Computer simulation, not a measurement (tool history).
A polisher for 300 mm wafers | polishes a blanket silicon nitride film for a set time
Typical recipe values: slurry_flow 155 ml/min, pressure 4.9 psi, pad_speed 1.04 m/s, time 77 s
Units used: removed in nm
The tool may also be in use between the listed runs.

run,hour,slurry_flow,pressure,pad_speed,time,wafers since the last listed run,wafers polished on this pad,hours since the slurry nozzle was cleaned,hours since the head pressure was calibrated,"incoming thickness of the incoming film, nm",removed
1,0.0,195,4.9,1.04,58,0,111,39.8,668.4,832.5,119.9
2,23.5,195,4.9,1.04,58,247,358,63.3,691.9,840.5,115.3
3,48.3,145,4.9,1.04,77,260,619,88.1,716.7,838.8,138.4
4,61.9,145,4.9,1.04,77,143,762,101.7,730.3,843.8,139.2
5,76.3,125,4.9,1.04,77,151,913,116.1,744.7,847.3,130.1
6,84.1,155,4.9,1.04,77,82,995,123.9,752.5,831.4,139.3
7,94.9,155,4.9,1.04,77,113,1109,134.7,763.3,841.6,137.9
8,110.9,155,4.9,1.04,77,168,1277,150.7,779.3,842.0,134.9
9,123.8,155,6.1,1.04,77,135,1413,163.6,792.2,829.9,166.3
# hour 140.7: worn pad replaced by a new one
10,141.2,155,6.1,1.04,77,140,5,181.0,809.6,851.6,182.7
11,156.4,175,4.9,1.04,77,159,165,196.2,824.8,844.8,149.9
# hour 161.2: slurry nozzle cleaned
# hour 166.4: head pressure recalibrated
12,169.3,175,4.9,1.04,77,104,269,8.1,2.9,837.5,157.1
13,182.5,175,4.9,1.04,77,138,408,21.3,16.1,835.5,153.6
14,190.8,155,6.5,0.94,77,87,495,29.6,24.4,839.1,179.8
15,201.6,155,4.9,1.04,77,113,608,40.4,35.2,843.4,148.4
16,209.6,155,4.9,1.04,59,84,692,48.4,43.2,840.7,110.8
17,220.9,155,3.3,1.04,77,118,811,59.7,54.5,840.6,101.3
18,227.7,100,4.9,1.04,86,71,883,66.5,61.3,857.7,139.4
19,239.7,155,4.9,1.04,77,126,1009,78.5,73.3,852.7,142.7
20,250.1,200,5.4,0.88,77,109,1118,88.9,83.7,825.1,142.5
21,263.6,155,6.2,0.70,77,141,1260,102.4,97.2,835.1,125.9
# hour 275.3: worn pad replaced by a new one
22,277.5,130,4.9,0.88,77,104,22,116.3,111.1,847.6,126.3
23,292.2,155,6.3,1.04,57,154,177,131.0,125.8,845.6,137.0
24,298.7,155,6.1,1.04,77,68,245,137.5,132.3,829.9,176.5
25,307.4,145,4.9,1.04,77,91,337,146.2,141.0,846.6,141.8
26,321.1,155,4.9,1.28,77,144,481,159.9,154.7,828.0,165.1
27,327.8,155,4.9,1.04,55,70,551,166.6,161.4,845.8,100.8
28,344.2,105,5.9,0.68,53,172,724,183.0,177.8,830.9,71.7
29,352.8,155,4.9,1.14,77,90,814,191.6,186.4,830.4,148.1
# hour 355.7: slurry nozzle cleaned
30,369.4,155,4.9,1.04,77,164,978,13.7,203.0,851.8,145.5
31,385.4,130,4.9,0.94,84,168,1146,29.7,219.0,831.9,138.5
# hour 415.8: worn pad replaced by a new one
32,426.1,105,3.7,0.78,58,385,108,70.4,259.7,827.5,61.9
33,435.5,155,4.9,1.04,77,98,207,79.8,269.1,848.8,147.4
34,442.9,180,4.9,1.20,77,77,285,87.2,276.5,853.9,167.5
35,449.4,155,4.9,1.04,77,68,353,93.7,283.0,836.8,146.3
36,467.0,155,4.1,1.04,77,185,538,111.3,300.6,827.6,121.7
37,480.4,120,3.4,1.24,102,140,679,124.7,314.0,836.0,141.0

Alternative continuations, all from the tool just after run 37; predict every row:
A,480.8,155,4.9,1.20,77,4,683,125.1,314.4,835.0,?
B,480.8,175,4.9,1.34,77,4,683,125.1,314.4,835.0,?
C,480.8,155,6.5,1.04,91,4,683,125.1,314.4,835.0,?
D,480.8,155,4.9,0.70,77,4,683,125.1,314.4,835.0,?

run,removed
A,158.0
B,177.6
C,217.0
D,102.7
Stripped of hidden state, with their random variation kept, the same runs would have yielded:
run,removed
A,181.5
B,202.5
C,249.2
D,117.9

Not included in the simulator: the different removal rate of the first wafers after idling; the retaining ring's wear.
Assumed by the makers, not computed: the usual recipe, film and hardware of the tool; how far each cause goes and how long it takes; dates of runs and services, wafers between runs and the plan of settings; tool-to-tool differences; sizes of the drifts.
